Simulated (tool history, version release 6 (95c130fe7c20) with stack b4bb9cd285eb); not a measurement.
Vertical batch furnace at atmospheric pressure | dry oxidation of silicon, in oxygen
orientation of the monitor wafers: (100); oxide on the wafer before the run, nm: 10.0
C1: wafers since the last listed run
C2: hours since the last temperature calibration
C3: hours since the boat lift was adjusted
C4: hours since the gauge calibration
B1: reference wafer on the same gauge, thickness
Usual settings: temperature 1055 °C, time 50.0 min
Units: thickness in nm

run 1 hour=0.0 | temperature=1055 time=32.0 | C1=0 C2=1742.8 C3=4355.4 C4=783.5 | B1=79.25 | thickness=53.87
run 2 hour=32.5 | temperature=1055 time=32.0 | C1=334 C2=1775.3 C3=4387.9 C4=816.0 | B1=79.23 | thickness=53.49
run 3 hour=60.1 | temperature=1055 time=50.0 | C1=284 C2=1802.9 C3=4415.5 C4=843.6 | B1=79.20 | thickness=70.09
run 4 hour=82.0 | temperature=1055 time=50.0 | C1=225 C2=1824.8 C3=4437.4 C4=865.5 | B1=79.13 | thickness=70.01
run 5 hour=113.6 | temperature=1035 time=50.0 | C1=325 C2=1856.4 C3=4469.0 C4=897.1 | B1=79.23 | thickness=59.95
run 6 hour=143.1 | temperature=1035 time=50.0 | C1=303 C2=1885.9 C3=4498.5 C4=926.6 | B1=79.37 | thickness=59.81
run 7 hour=157.9 | temperature=1035 time=50.0 | C1=152 C2=1900.7 C3=4513.3 C4=941.4 | B1=79.10 | thickness=59.38
run 8 hour=172.1 | temperature=1055 time=50.0 | C1=146 C2=1914.9 C3=4527.5 C4=955.6 | B1=79.00 | thickness=70.20
run 9 hour=186.3 | temperature=1055 time=50.0 | C1=146 C2=1929.1 C3=4541.7 C4=969.8 | B1=79.25 | thickness=70.15
run 10 hour=268.6 | temperature=1055 time=50.0 | C1=847 C2=2011.4 C3=4624.0 C4=1052.1 | B1=79.14 | thickness=70.33
run 11 hour=296.5 | temperature=1055 time=50.0 | C1=287 C2=2039.3 C3=4651.9 C4=1080.0 | B1=79.35 | thickness=70.46
run 12 hour=323.4 | temperature=1055 time=50.0 | C1=277 C2=2066.2 C3=4678.8 C4=1106.9 | B1=79.07 | thickness=70.34
-- hour=393.7 boat lift adjusted
run 13 hour=394.2 | temperature=1055 time=50.0 | C1=482 C2=2137.0 C3=0.5 C4=1177.7 | B1=79.25 | thickness=70.67
run 14 hour=415.2 | temperature=1055 time=50.0 | C1=216 C2=2158.0 C3=21.5 C4=1198.7 | B1=79.12 | thickness=70.58
run 15 hour=432.3 | temperature=1055 time=50.0 | C1=176 C2=2175.1 C3=38.6 C4=1215.8 | B1=79.29 | thickness=70.28
run 16 hour=444.6 | temperature=1055 time=50.0 | C1=126 C2=2187.4 C3=50.9 C4=1228.1 | B1=79.24 | thickness=70.69
run 17 hour=460.0 | temperature=1062 time=50.0 | C1=158 C2=2202.8 C3=66.3 C4=1243.5 | B1=79.18 | thickness=74.39
run 18 hour=484.5 | temperature=1055 time=50.0 | C1=252 C2=2227.3 C3=90.8 C4=1268.0 | B1=79.25 | thickness=70.47
run 19 hour=497.8 | temperature=1055 time=64.0 | C1=136 C2=2240.6 C3=104.1 C4=1281.3 | B1=79.00 | thickness=81.81
-- hour=522.2 thermocouples replaced and temperature profile calibrated
run 20 hour=522.7 | temperature=1055 time=37.0 | C1=9 C2=0.5 C3=129.0 C4=1306.2 | B1=79.32 | thickness=57.03
run 21 hour=556.4 | temperature=1055 time=32.5 | C1=347 C2=34.2 C3=162.7 C4=1339.9 | B1=79.16 | thickness=53.12
run 22 hour=586.9 | temperature=1033 time=75.0 | C1=314 C2=64.7 C3=193.2 C4=1370.4 | B1=79.12 | thickness=73.07
run 23 hour=611.0 | temperature=1073 time=39.5 | C1=248 C2=88.8 C3=217.3 C4=1394.5 | B1=79.08 | thickness=67.83
-- hour=624.6 gauge calibrated
run 24 hour=679.1 | temperature=1041 time=41.5 | C1=701 C2=156.9 C3=285.4 C4=54.5 | B1=79.21 | thickness=54.85
run 25 hour=705.0 | temperature=1055 time=50.0 | C1=266 C2=182.8 C3=311.3 C4=80.4 | B1=79.08 | thickness=68.91
run 26 hour=717.7 | temperature=1055 time=50.0 | C1=130 C2=195.5 C3=324.0 C4=93.1 | B1=79.26 | thickness=68.63
run 27 hour=732.5 | temperature=1055 time=50.0 | C1=152 C2=210.3 C3=338.8 C4=107.9 | B1=79.25 | thickness=68.84
run 28 hour=755.4 | temperature=1055 time=50.0 | C1=235 C2=233.2 C3=361.7 C4=130.8 | B1=79.26 | thickness=68.83
run 29 hour=815.4 | temperature=1055 time=65.5 | C1=618 C2=293.2 C3=421.7 C4=190.8 | B1=79.40 | thickness=81.07
run 30 hour=842.3 | temperature=1036 time=62.0 | C1=277 C2=320.1 C3=448.6 C4=217.7 | B1=79.25 | thickness=66.54
run 31 hour=859.1 | temperature=1070 time=25.5 | C1=173 C2=336.9 C3=465.4 C4=234.5 | B1=79.28 | thickness=51.94
run 32 hour=871.9 | temperature=1074 time=50.0 | C1=131 C2=349.7 C3=478.2 C4=247.3 | B1=79.11 | thickness=79.51
run 33 hour=890.7 | temperature=1055 time=50.0 | C1=193 C2=368.5 C3=497.0 C4=266.1 | B1=79.20 | thickness=69.12
run 34 hour=913.6 | temperature=1046 time=58.0 | C1=235 C2=391.4 C3=519.9 C4=289.0 | B1=79.14 | thickness=70.09
run 35 hour=926.0 | temperature=1055 time=50.0 | C1=127 C2=403.8 C3=532.3 C4=301.4 | B1=79.22 | thickness=68.73
run 36 hour=941.9 | temperature=1063 time=43.5 | C1=163 C2=419.7 C3=548.2 C4=317.3 | B1=79.27 | thickness=67.68
run 37 hour=974.2 | temperature=1055 time=50.0 | C1=332 C2=452.0 C3=580.5 C4=349.6 | B1=79.35 | thickness=68.75
run 38 hour=1008.0 | temperature=1047 time=72.5 | C1=348 C2=485.8 C3=614.3 C4=383.4 | B1=79.20 | thickness=81.20
run 39 hour=1031.7 | temperature=1067 time=33.0 | C1=244 C2=509.5 C3=638.0 C4=407.1 | B1=79.18 | thickness=59.56
run 40 hour=1064.8 | temperature=1055 time=50.0 | C1=340 C2=542.6 C3=671.1 C4=440.2 | B1=79.23 | thickness=69.09

Hidden state or all else? Some run-to-run changes of thickness, split into what the settings, what came in and random variation would give without the hidden state, and what is left for the hidden state (with any gauge scatter that isn't in both results):
The hidden state here: true tube temperature minus thermocouple reading, K; monitor wafer colder than the profiled boat position, K; gauge reads high (%).
Run 2 -> 3: time 32.0 -> 50.0. thickness +16.60 nm: hidden state +0.57, all else +16.03.
Run 18 -> 19: time 50.0 -> 64.0. thickness +11.34 nm: hidden state +0.44, all else +10.90.
Run 19 -> 20: time 64.0 -> 37.0, thermocouples replaced and temperature profile calibrated. thickness -24.78 nm: hidden state -2.78, all else -22.00.
Run 31 -> 32: temperature 1070 -> 1074, time 25.5 -> 50.0. thickness +27.57 nm: hidden state +0.33, all else +27.24.
Run 38 -> 39: temperature 1047 -> 1067, time 72.5 -> 33.0. thickness -21.64 nm: hidden state -0.35, all else -21.29.
